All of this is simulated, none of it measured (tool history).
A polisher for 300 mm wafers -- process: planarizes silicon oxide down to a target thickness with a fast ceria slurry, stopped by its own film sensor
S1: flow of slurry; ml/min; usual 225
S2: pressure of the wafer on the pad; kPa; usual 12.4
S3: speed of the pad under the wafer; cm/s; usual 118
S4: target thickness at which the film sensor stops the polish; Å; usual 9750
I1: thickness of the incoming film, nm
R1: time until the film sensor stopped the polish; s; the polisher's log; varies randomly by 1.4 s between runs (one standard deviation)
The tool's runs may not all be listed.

run     day   S1    S2   S3     S4      I1     R1
  1   0.000  225  12.4  118   9750  2107.9  112.2
  2   0.254  165  12.4  118   8900  2038.9  117.6
  3   0.938  165  12.4  118   8900  2065.4  123.3
      1.525  -- worn pad replaced by a new one
  4   1.650  225  12.4  118   9750  2077.7  102.3
  5   2.279  225  12.4   92   6680  2085.5  167.3
  6   2.833  225  12.4  142   9750  2068.6   85.2
  7   4.958  225  12.4  118   9750  2082.8  110.6
  8   5.500  225  12.4  118  12630  2053.4   79.3
      6.096  -- worn pad replaced by a new one
  9   6.117  225  12.4  118  12630  2094.6   75.1
 10   6.267  225  12.4  118  12630  2106.4   76.9
 11   6.817  225  12.4  118   9750  2091.4  101.6
 12   7.267  225  12.4  118   9750  2087.6  102.7
 13   7.962  225  12.4  118   9750  2054.7  102.1
 14   8.425  225  10.3  118   9750  2075.6  120.4
 15   8.858  225  10.3  118   9750  2064.5  122.8
 16   9.338  225  12.4  118   8180  2095.3  126.2
 17   9.888  300  12.4   82   6590  2110.3  204.2
     10.188  -- head pressure recalibrated
     10.696  -- worn pad replaced by a new one
 18  10.717  225  12.4  118   8180  2087.5  114.6

For run 19, what comes out?
 19  11.804  175  12.4  118  9750  2103.0   ?

R1: 109.6 s
With the hidden condition absent and the run-to-run variation left alone, this run would have shown R1 105.9 s.
